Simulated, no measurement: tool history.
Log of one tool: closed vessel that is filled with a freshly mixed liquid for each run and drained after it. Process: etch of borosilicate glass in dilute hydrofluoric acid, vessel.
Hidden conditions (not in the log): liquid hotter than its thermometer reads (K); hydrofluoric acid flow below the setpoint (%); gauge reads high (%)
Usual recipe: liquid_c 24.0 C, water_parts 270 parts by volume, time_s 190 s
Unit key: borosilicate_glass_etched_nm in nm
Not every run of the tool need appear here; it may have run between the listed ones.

| run | hour | liquid_c | water_parts | time_s | wafers since the last listed run | hours since the thermometer was replaced | hours since the hydrofluoric acid flow meter was replaced | hours since the gauge calibration | read-back film thickness of the borosilicate glass reference wafer, read on the same gauge (nm) | borosilicate_glass_etched_nm |
|---|---|---|---|---|---|---|---|---|---|---|
| 1 | 0.0 | 24.0 | 270 | 190 | 0 | 2128.3 | 633.8 | 227.2 | 39.99 | 18.46 |
| 2 | 13.2 | 24.0 | 270 | 190 | 800 | 2141.5 | 647.0 | 240.4 | 40.00 | 18.45 |
| 3 | 22.9 | 24.0 | 270 | 190 | 588 | 2151.2 | 656.7 | 250.1 | 39.99 | 18.54 |
| 4 | 30.7 | 24.0 | 270 | 190 | 473 | 2159.0 | 664.5 | 257.9 | 40.00 | 18.20 |
|  | 36.1 | gauge calibrated |
| 5 | 37.3 | 24.0 | 270 | 190 | 400 | 2165.6 | 671.1 | 1.2 | 40.00 | 18.49 |
| 6 | 49.1 | 24.0 | 270 | 190 | 715 | 2177.4 | 682.9 | 13.0 | 40.01 | 18.51 |
| 7 | 56.6 | 27.0 | 270 | 190 | 455 | 2184.9 | 690.4 | 20.5 | 40.02 | 20.28 |
| 8 | 67.0 | 27.0 | 270 | 190 | 631 | 2195.3 | 700.8 | 30.9 | 40.00 | 20.46 |
| 9 | 76.5 | 27.0 | 270 | 190 | 576 | 2204.8 | 710.3 | 40.4 | 40.01 | 20.51 |
| 10 | 94.0 | 24.0 | 305 | 190 | 1061 | 2222.3 | 727.8 | 57.9 | 40.00 | 15.72 |
| 11 | 107.7 | 24.0 | 305 | 190 | 831 | 2236.0 | 741.5 | 71.6 | 39.99 | 15.72 |
| 12 | 122.2 | 24.0 | 270 | 280 | 879 | 2250.5 | 756.0 | 86.1 | 40.00 | 26.56 |
| 13 | 136.8 | 24.0 | 270 | 280 | 885 | 2265.1 | 770.6 | 100.7 | 39.98 | 26.67 |
| 14 | 146.1 | 21.5 | 270 | 240 | 564 | 2274.4 | 779.9 | 110.0 | 39.99 | 21.01 |
| 15 | 160.4 | 21.5 | 270 | 240 | 867 | 2288.7 | 794.2 | 124.3 | 40.00 | 20.91 |
| 16 | 171.3 | 24.0 | 270 | 190 | 661 | 2299.6 | 805.1 | 135.2 | 40.01 | 17.88 |
| 17 | 184.2 | 24.0 | 270 | 275 | 782 | 2312.5 | 818.0 | 148.1 | 40.00 | 26.42 |
|  | 192.2 | hydrofluoric acid flow meter replaced |
| 18 | 192.8 | 24.0 | 270 | 280 | 461 | 2321.1 | 0.6 | 156.7 | 40.01 | 29.59 |
| 19 | 210.5 | 20.0 | 270 | 160 | 1073 | 2338.8 | 18.3 | 174.4 | 39.99 | 14.59 |
| 20 | 217.4 | 24.0 | 385 | 190 | 418 | 2345.7 | 25.2 | 181.3 | 40.01 | 12.53 |
| 21 | 227.0 | 21.5 | 270 | 190 | 582 | 2355.3 | 34.8 | 190.9 | 40.00 | 18.22 |
| 22 | 244.1 | 20.0 | 225 | 280 | 1037 | 2372.4 | 51.9 | 208.0 | 39.99 | 31.78 |
| 23 | 257.8 | 24.0 | 270 | 245 | 831 | 2386.1 | 65.6 | 221.7 | 39.97 | 25.84 |
| 24 | 265.7 | 24.0 | 270 | 250 | 479 | 2394.0 | 73.5 | 229.6 | 40.00 | 26.64 |
| 25 | 275.6 | 26.0 | 360 | 235 | 600 | 2403.9 | 83.4 | 239.5 | 40.02 | 18.16 |
|  | 282.3 | thermometer replaced |
| 26 | 286.9 | 19.0 | 215 | 190 | 624 | 4.6 | 94.7 | 250.8 | 39.99 | 22.34 |
| 27 | 296.8 | 24.0 | 270 | 190 | 600 | 14.5 | 104.6 | 260.7 | 39.99 | 19.95 |
|  | 307.3 | gauge calibrated |
| 28 | 311.0 | 24.0 | 270 | 190 | 861 | 28.7 | 118.8 | 3.7 | 40.01 | 20.13 |
| 29 | 326.1 | 26.0 | 340 | 130 | 916 | 43.8 | 133.9 | 18.8 | 40.02 | 10.93 |
| 30 | 342.1 | 21.5 | 270 | 155 | 970 | 59.8 | 149.9 | 34.8 | 40.00 | 14.50 |
| 31 | 378.4 | 24.0 | 270 | 190 | 2202 | 96.1 | 186.2 | 71.1 | 39.99 | 19.95 |
| 32 | 387.3 | 26.0 | 205 | 125 | 540 | 105.0 | 195.1 | 80.0 | 40.00 | 19.81 |
| 33 | 404.7 | 29.0 | 380 | 140 | 1055 | 122.4 | 212.5 | 97.4 | 40.01 | 10.99 |
| 34 | 413.9 | 24.0 | 270 | 110 | 558 | 131.6 | 221.7 | 106.6 | 39.99 | 11.50 |

Selected run-to-run steps in borosilicate_glass_etched_nm, each split into two signed amounts: the part the tool would show with no hidden state at all (from settings, incoming material and random variation), and the remainder, which goes to the hidden state together with any gauge scatter not common to the measured and the hidden-state-free results:
Run 11 -> 12: water_parts 305 -> 270, time_s 190 -> 280. borosilicate_glass_etched_nm +10.84 nm: hidden state -1.20, all else +12.04.
Run 16 -> 17: time_s 190 -> 275. borosilicate_glass_etched_nm +8.54 nm: hidden state -1.05, all else +9.59.
Run 17 -> 18: time_s 275 -> 280, hydrofluoric acid flow meter replaced. borosilicate_glass_etched_nm +3.17 nm: hidden state +3.04, all else +0.13.
Run 18 -> 19: liquid_c 24.0 -> 20.0, time_s 280 -> 160. borosilicate_glass_etched_nm -15.00 nm: hidden state +0.03, all else -15.03.
Run 21 -> 22: liquid_c 21.5 -> 20.0, water_parts 270 -> 225, time_s 190 -> 280. borosilicate_glass_etched_nm +13.56 nm: hidden state -0.16, all else +13.72.
